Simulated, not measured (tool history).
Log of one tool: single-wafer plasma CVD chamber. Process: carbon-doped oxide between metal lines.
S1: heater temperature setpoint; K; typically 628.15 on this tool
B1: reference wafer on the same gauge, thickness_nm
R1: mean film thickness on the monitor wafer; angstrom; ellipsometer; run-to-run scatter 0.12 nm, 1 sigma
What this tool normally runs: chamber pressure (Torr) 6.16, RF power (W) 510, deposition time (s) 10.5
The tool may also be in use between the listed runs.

Run 1, hour 0: usual settings but S1 618.15 K; B1 50.206. Result: R1 600.16 angstrom.
Run 2, hour 33.9: usual settings but S1 634.15 K, chamber pressure (Torr) 6.9; B1 50.196. Result: R1 579.78 angstrom.
Run 3, hour 49.3: usual settings but S1 634.15 K, chamber pressure (Torr) 6.9; B1 50.223. Result: R1 578.01 angstrom.
Run 4, hour 75.6: usual settings but S1 634.15 K, chamber pressure (Torr) 6.9; B1 50.215. Result: R1 577.49 angstrom.
Run 5, hour 98: usual settings; B1 50.188. Result: R1 582.32 angstrom.
Run 6, hour 122: usual settings; B1 50.186. Result: R1 579.96 angstrom.
Run 7, hour 141.3: usual settings but chamber pressure (Torr) 5.2; B1 50.214. Result: R1 570.16 angstrom.
Run 8, hour 173.1: usual settings but S1 631.15 K; B1 50.164. Result: R1 575.68 angstrom.
Run 9, hour 199.1: usual settings; B1 50.206. Result: R1 579.36 angstrom.
Run 10, hour 221.9: usual settings; B1 50.163. Result: R1 579.15 angstrom.
At hour 232: capacitance manometer re-zeroed and calibrated.
Run 11, hour 238.8: usual settings; B1 50.219. Result: R1 580.29 angstrom.
Run 12, hour 263.2: usual settings; B1 50.223. Result: R1 576.37 angstrom.
Run 13, hour 290.1: usual settings but chamber pressure (Torr) 5.49, deposition time (s) 9; B1 50.204. Result: R1 489.39 angstrom.
Run 14, hour 314.7: usual settings but RF power (W) 475, deposition time (s) 8.6; B1 50.146. Result: R1 453.88 angstrom.
Run 15, hour 339.8: usual settings; B1 50.231. Result: R1 577.38 angstrom.
At hour 356.6: thermocouple changed; heater temperature recalibrated.
At hour 363.4: showerhead replaced.
Run 16, hour 363.9: usual settings but chamber pressure (Torr) 5.57; B1 50.165. Result: R1 579.33 angstrom.
Run 17, hour 371: usual settings but S1 621.15 K, RF power (W) 600; B1 50.186. Result: R1 654.79 angstrom.
At hour 374: gauge calibrated.
Run 18, hour 397.2: usual settings but S1 613.15 K, chamber pressure (Torr) 6.58; B1 50.16. Result: R1 620.85 angstrom.
Run 19, hour 412.2: usual settings but chamber pressure (Torr) 5.55, deposition time (s) 12.6; B1 50.178. Result: R1 694.29 angstrom.
Run 20, hour 442.3: usual settings but deposition time (s) 10; B1 50.228. Result: R1 558.34 angstrom.
Run 21, hour 456.8: usual settings; B1 50.192. Result: R1 584.08 angstrom.
At hour 489.9: RF generator calibrated.
Run 22, hour 490.4: usual settings but deposition time (s) 12.4; B1 50.165. Result: R1 719.58 angstrom.
Run 23, hour 514: usual settings but RF power (W) 435, deposition time (s) 12; B1 50.176. Result: R1 636.58 angstrom.
Run 24, hour 540.9: usual settings but RF power (W) 475, deposition time (s) 8.6; B1 50.217. Result: R1 482.63 angstrom.
Run 25, hour 554.7: usual settings but deposition time (s) 9.5; B1 50.191. Result: R1 553.61 angstrom.
Run 26, hour 576.6: usual settings; B1 50.169. Result: R1 610.65 angstrom.
Run 27, hour 607.1: usual settings but deposition time (s) 8.4; B1 50.211. Result: R1 488.59 angstrom.
Run 28, hour 666: usual settings but S1 636.15 K, chamber pressure (Torr) 7.49, RF power (W) 565; B1 50.179. Result: R1 639.79 angstrom.

Some steps in R1, run to run, broken into two amounts with sign: the step expected even without the hidden condition (settings, incoming material, random variation), and the rest, left for the hidden condition together with whatever gauge scatter is not in both the measured and the hidden-condition-free result:
Hidden state present: wafer temperature above the value expected at the setpoint (K); delivered RF power above the setpoint (%); true pressure above the setpoint (%); gauge reads high (%).
Run 15 -> 16: chamber pressure (Torr) 6.16 -> 5.57, thermocouple changed; heater temperature recalibrated, showerhead replaced. R1 +1.95 angstrom: hidden state +10.99, all else -9.04.
Run 21 -> 22: deposition time (s) 10.5 -> 12.4, RF generator calibrated. R1 +135.5 angstrom: hidden state +27.76, all else +107.74.
Run 23 -> 24: RF power (W) 435 -> 475, deposition time (s) 12 -> 8.6. R1 -153.95 angstrom: hidden state +0.17, all else -154.12.
Run 27 -> 28: S1 628.15 -> 636.15, chamber pressure (Torr) 6.16 -> 7.49, RF power (W) 510 -> 565, deposition time (s) 8.4 -> 10.5. R1 +151.2 angstrom: hidden state -2.13, all else +153.33.
